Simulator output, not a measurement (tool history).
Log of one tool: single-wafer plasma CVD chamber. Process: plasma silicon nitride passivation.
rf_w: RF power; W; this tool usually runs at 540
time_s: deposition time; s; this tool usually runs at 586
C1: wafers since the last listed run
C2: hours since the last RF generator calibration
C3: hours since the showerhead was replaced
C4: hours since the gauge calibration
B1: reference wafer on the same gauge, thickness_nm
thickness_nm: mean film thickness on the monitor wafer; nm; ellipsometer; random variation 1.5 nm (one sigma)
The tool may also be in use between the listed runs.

{"run": 1, "hour": 0.0, "rf_w": 540, "time_s": 586, "C1": 0, "C2": 1608.3, "C3": 3077.1, "C4": 315.8, "B1": 819.672, "thickness_nm": 1008.276}
{"run": 2, "hour": 14.3, "rf_w": 460, "time_s": 665, "C1": 30, "C2": 1622.6, "C3": 3091.4, "C4": 330.1, "B1": 819.927, "thickness_nm": 1102.035}
{"run": 3, "hour": 23.4, "rf_w": 460, "time_s": 665, "C1": 19, "C2": 1631.7, "C3": 3100.5, "C4": 339.2, "B1": 820.387, "thickness_nm": 1105.828}
{"run": 4, "hour": 32.0, "rf_w": 600, "time_s": 586, "C1": 18, "C2": 1640.3, "C3": 3109.1, "C4": 347.8, "B1": 820.021, "thickness_nm": 1025.998}
{"run": 5, "hour": 44.9, "rf_w": 490, "time_s": 586, "C1": 27, "C2": 1653.2, "C3": 3122, "C4": 360.7, "B1": 819.828, "thickness_nm": 985.367}
{"run": 6, "hour": 52.8, "rf_w": 490, "time_s": 586, "C1": 16, "C2": 1661.1, "C3": 3129.9, "C4": 368.6, "B1": 819.8, "thickness_nm": 986.283}
{"run": 7, "hour": 63.4, "rf_w": 540, "time_s": 634, "C1": 22, "C2": 1671.7, "C3": 3140.5, "C4": 379.2, "B1": 819.861, "thickness_nm": 1087.932}
{"run": 8, "hour": 75.0, "rf_w": 495, "time_s": 586, "C1": 24, "C2": 1683.3, "C3": 3152.1, "C4": 390.8, "B1": 820.171, "thickness_nm": 985.443}
{"run": 9, "hour": 86.5, "rf_w": 540, "time_s": 643, "C1": 24, "C2": 1694.8, "C3": 3163.6, "C4": 402.3, "B1": 820.183, "thickness_nm": 1102.55}
{"run": 10, "hour": 95.2, "rf_w": 540, "time_s": 643, "C1": 18, "C2": 1703.5, "C3": 3172.3, "C4": 411, "B1": 820.205, "thickness_nm": 1101.565}
{"run": 11, "hour": 109.3, "rf_w": 540, "time_s": 643, "C1": 29, "C2": 1717.6, "C3": 3186.4, "C4": 425.1, "B1": 820.122, "thickness_nm": 1101.16}
{"hour": 128.2, "done": "showerhead replaced"}
{"run": 12, "hour": 128.7, "rf_w": 540, "time_s": 532, "C1": 24, "C2": 1737, "C3": 0.5, "C4": 444.5, "B1": 820.016, "thickness_nm": 911.493}
{"run": 13, "hour": 137.1, "rf_w": 540, "time_s": 532, "C1": 17, "C2": 1745.4, "C3": 8.9, "C4": 452.9, "B1": 820.035, "thickness_nm": 908.248}
{"run": 14, "hour": 144.2, "rf_w": 540, "time_s": 532, "C1": 15, "C2": 1752.5, "C3": 16, "C4": 460, "B1": 819.995, "thickness_nm": 911.434}
{"run": 15, "hour": 152.4, "rf_w": 540, "time_s": 586, "C1": 17, "C2": 1760.7, "C3": 24.2, "C4": 468.2, "B1": 820.071, "thickness_nm": 1004.806}
{"run": 16, "hour": 166.3, "rf_w": 540, "time_s": 586, "C1": 29, "C2": 1774.6, "C3": 38.1, "C4": 482.1, "B1": 819.99, "thickness_nm": 1004.467}
{"run": 17, "hour": 180.3, "rf_w": 540, "time_s": 586, "C1": 29, "C2": 1788.6, "C3": 52.1, "C4": 496.1, "B1": 820.087, "thickness_nm": 1001.737}
{"run": 18, "hour": 196.8, "rf_w": 540, "time_s": 586, "C1": 34, "C2": 1805.1, "C3": 68.6, "C4": 512.6, "B1": 819.854, "thickness_nm": 1002.708}
{"run": 19, "hour": 205.3, "rf_w": 450, "time_s": 695, "C1": 18, "C2": 1813.6, "C3": 77.1, "C4": 521.1, "B1": 820.094, "thickness_nm": 1145.968}
{"run": 20, "hour": 218.9, "rf_w": 590, "time_s": 491, "C1": 28, "C2": 1827.2, "C3": 90.7, "C4": 534.7, "B1": 820.102, "thickness_nm": 856.192}
{"run": 21, "hour": 232.5, "rf_w": 540, "time_s": 618, "C1": 28, "C2": 1840.8, "C3": 104.3, "C4": 548.3, "B1": 820.18, "thickness_nm": 1055.669}
{"run": 22, "hour": 253.7, "rf_w": 590, "time_s": 686, "C1": 44, "C2": 1862, "C3": 125.5, "C4": 569.5, "B1": 819.863, "thickness_nm": 1194.215}
{"run": 23, "hour": 270.2, "rf_w": 450, "time_s": 480, "C1": 34, "C2": 1878.5, "C3": 142, "C4": 586, "B1": 819.959, "thickness_nm": 793.006}
{"run": 24, "hour": 279.1, "rf_w": 585, "time_s": 586, "C1": 18, "C2": 1887.4, "C3": 150.9, "C4": 594.9, "B1": 820.042, "thickness_nm": 1016.5}
{"run": 25, "hour": 290.2, "rf_w": 635, "time_s": 474, "C1": 23, "C2": 1898.5, "C3": 162, "C4": 606, "B1": 820.255, "thickness_nm": 836.49}
{"run": 26, "hour": 299.8, "rf_w": 540, "time_s": 586, "C1": 20, "C2": 1908.1, "C3": 171.6, "C4": 615.6, "B1": 820.068, "thickness_nm": 1000.642}
{"run": 27, "hour": 307.0, "rf_w": 460, "time_s": 488, "C1": 15, "C2": 1915.3, "C3": 178.8, "C4": 622.8, "B1": 820.059, "thickness_nm": 807.373}
{"hour": 318.1, "done": "gauge calibrated"}
{"hour": 329.7, "done": "RF generator calibrated"}
{"run": 28, "hour": 330.2, "rf_w": 630, "time_s": 586, "C1": 32, "C2": 0.5, "C3": 202, "C4": 12.1, "B1": 820.09, "thickness_nm": 1053.07}
{"run": 29, "hour": 332.2, "rf_w": 575, "time_s": 586, "C1": 4, "C2": 2.5, "C3": 204, "C4": 14.1, "B1": 820.19, "thickness_nm": 1034.026}
{"run": 30, "hour": 344.9, "rf_w": 610, "time_s": 586, "C1": 26, "C2": 15.2, "C3": 216.7, "C4": 26.8, "B1": 819.996, "thickness_nm": 1045.971}
{"run": 31, "hour": 362.5, "rf_w": 540, "time_s": 586, "C1": 37, "C2": 32.8, "C3": 234.3, "C4": 44.4, "B1": 820.019, "thickness_nm": 1021.791}
{"run": 32, "hour": 393.1, "rf_w": 620, "time_s": 675, "C1": 64, "C2": 63.4, "C3": 264.9, "C4": 75, "B1": 820.094, "thickness_nm": 1210.041}
{"run": 33, "hour": 413.6, "rf_w": 460, "time_s": 527, "C1": 43, "C2": 83.9, "C3": 285.4, "C4": 95.5, "B1": 819.872, "thickness_nm": 888.543}
{"run": 34, "hour": 425.4, "rf_w": 630, "time_s": 482, "C1": 24, "C2": 95.7, "C3": 297.2, "C4": 107.3, "B1": 819.992, "thickness_nm": 865.975}
{"run": 35, "hour": 471.0, "rf_w": 540, "time_s": 586, "C1": 96, "C2": 141.3, "C3": 342.8, "C4": 152.9, "B1": 819.862, "thickness_nm": 1021.385}
{"run": 36, "hour": 480.3, "rf_w": 595, "time_s": 545, "C1": 19, "C2": 150.6, "C3": 352.1, "C4": 162.2, "B1": 819.916, "thickness_nm": 968.274}
{"run": 37, "hour": 494.7, "rf_w": 500, "time_s": 646, "C1": 30, "C2": 165, "C3": 366.5, "C4": 176.6, "B1": 820.154, "thickness_nm": 1108.712}
{"run": 38, "hour": 509.3, "rf_w": 540, "time_s": 586, "C1": 30, "C2": 179.6, "C3": 381.1, "C4": 191.2, "B1": 820.11, "thickness_nm": 1021.083}
{"run": 39, "hour": 517.0, "rf_w": 540, "time_s": 586, "C1": 16, "C2": 187.3, "C3": 388.8, "C4": 198.9, "B1": 819.96, "thickness_nm": 1020.218}
{"run": 40, "hour": 526.2, "rf_w": 540, "time_s": 534, "C1": 19, "C2": 196.5, "C3": 398, "C4": 208.1, "B1": 819.808, "thickness_nm": 927.124}
{"run": 41, "hour": 533.0, "rf_w": 540, "time_s": 586, "C1": 14, "C2": 203.3, "C3": 404.8, "C4": 214.9, "B1": 820.013, "thickness_nm": 1019.961}
{"run": 42, "hour": 543.4, "rf_w": 570, "time_s": 551, "C1": 22, "C2": 213.7, "C3": 415.2, "C4": 225.3, "B1": 820.029, "thickness_nm": 969.026}
{"run": 43, "hour": 558.5, "rf_w": 475, "time_s": 677, "C1": 31, "C2": 228.8, "C3": 430.3, "C4": 240.4, "B1": 819.94, "thickness_nm": 1147.001}

Forecast each of these 5 alternatives for the next run:
{"run": "A", "hour": 559.1, "rf_w": 540, "time_s": 586, "C1": 1, "C2": 229.4, "C3": 430.9, "C4": 241, "B1": "?", "thickness_nm": "?"}
{"run": "B", "hour": 559.1, "rf_w": 450, "time_s": 556, "C1": 1, "C2": 229.4, "C3": 430.9, "C4": 241, "B1": "?", "thickness_nm": "?"}
{"run": "C", "hour": 559.1, "rf_w": 540, "time_s": 675, "C1": 1, "C2": 229.4, "C3": 430.9, "C4": 241, "B1": "?", "thickness_nm": "?"}
{"run": "D", "hour": 559.1, "rf_w": 490, "time_s": 633, "C1": 1, "C2": 229.4, "C3": 430.9, "C4": 241, "B1": "?", "thickness_nm": "?"}
{"run": "E", "hour": 559.1, "rf_w": 645, "time_s": 637, "C1": 1, "C2": 229.4, "C3": 430.9, "C4": 241, "B1": "?", "thickness_nm": "?"}

run=A B1=819.938 thickness_nm=1020.272
run=B B1=819.938 thickness_nm=932.506
run=C B1=819.938 thickness_nm=1175.228
run=D B1=819.938 thickness_nm=1080.065
run=E B1=819.938 thickness_nm=1152.54
Had the tool no hidden state, the same runs would have come out as:
run=A thickness_nm=1021.226
run=B thickness_nm=933.378
run=C thickness_nm=1176.327
run=D thickness_nm=1081.075
run=E thickness_nm=1153.617
